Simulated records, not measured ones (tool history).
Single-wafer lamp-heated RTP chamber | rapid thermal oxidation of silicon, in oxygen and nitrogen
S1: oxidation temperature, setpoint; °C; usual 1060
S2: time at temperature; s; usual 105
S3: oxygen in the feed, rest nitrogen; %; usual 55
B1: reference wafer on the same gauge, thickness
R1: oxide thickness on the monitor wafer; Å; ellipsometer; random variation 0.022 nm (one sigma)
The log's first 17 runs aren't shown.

| run | day | S1 | S2 | S3 | B1 | R1 |
|---|---|---|---|---|---|---|
| 18 | 36.221 | 1060 | 105 | 43 | 7.688 | 86.14 |
| 19 | 37.458 | 1060 | 105 | 55 | 7.692 | 94.39 |
| 20 | 39.158 | 1080 | 141 | 55 | 7.694 | 123.49 |
| 21 | 40.796 | 1037 | 74 | 35 | 7.690 | 59.31 |
| 22 | 43.196 | 1089 | 153 | 55 | 7.691 | 137.20 |
| 23 | 45.662 | 1047 | 105 | 65 | 7.690 | 93.46 |
| 24 | 46.754 | 1045 | 140 | 36 | 7.687 | 84.86 |
|  | 48.292 | pyrometer window cleaned and pyrometer calibrated |
| 25 | 49.254 | 1036 | 65 | 38 | 7.693 | 56.50 |
| 26 | 51.475 | 1083 | 83 | 45 | 7.687 | 91.67 |
| 27 | 53.154 | 1060 | 105 | 55 | 7.692 | 94.73 |
| 28 | 54.708 | 1084 | 121 | 26 | 7.692 | 90.42 |
| 29 | 60.588 | 1081 | 89 | 68 | 7.686 | 110.51 |
|  | 62.167 | pyrometer window cleaned and pyrometer calibrated |
| 30 | 66.333 | 1081 | 134 | 55 | 7.691 | 121.78 |
|  | 67.188 | gauge calibrated |
| 31 | 69.333 | 1089 | 153 | 55 | 7.689 | 137.56 |

Forecast each of these 3 alternatives for the next run:
| A | 69.354 | 1047 | 105 | 55 | ? | ? |
| B | 69.354 | 1060 | 105 | 37 | ? | ? |
| C | 69.354 | 1073 | 82 | 46 | ? | ? |

| run | B1 | R1 |
|---|---|---|
| A | 7.688 | 87.25 |
| B | 7.688 | 82.67 |
| C | 7.688 | 87.13 |
Without the tool's hidden state the same runs would have given:
| run | R1 |
|---|---|
| A | 85.39 |
| B | 80.96 |
| C | 85.36 |

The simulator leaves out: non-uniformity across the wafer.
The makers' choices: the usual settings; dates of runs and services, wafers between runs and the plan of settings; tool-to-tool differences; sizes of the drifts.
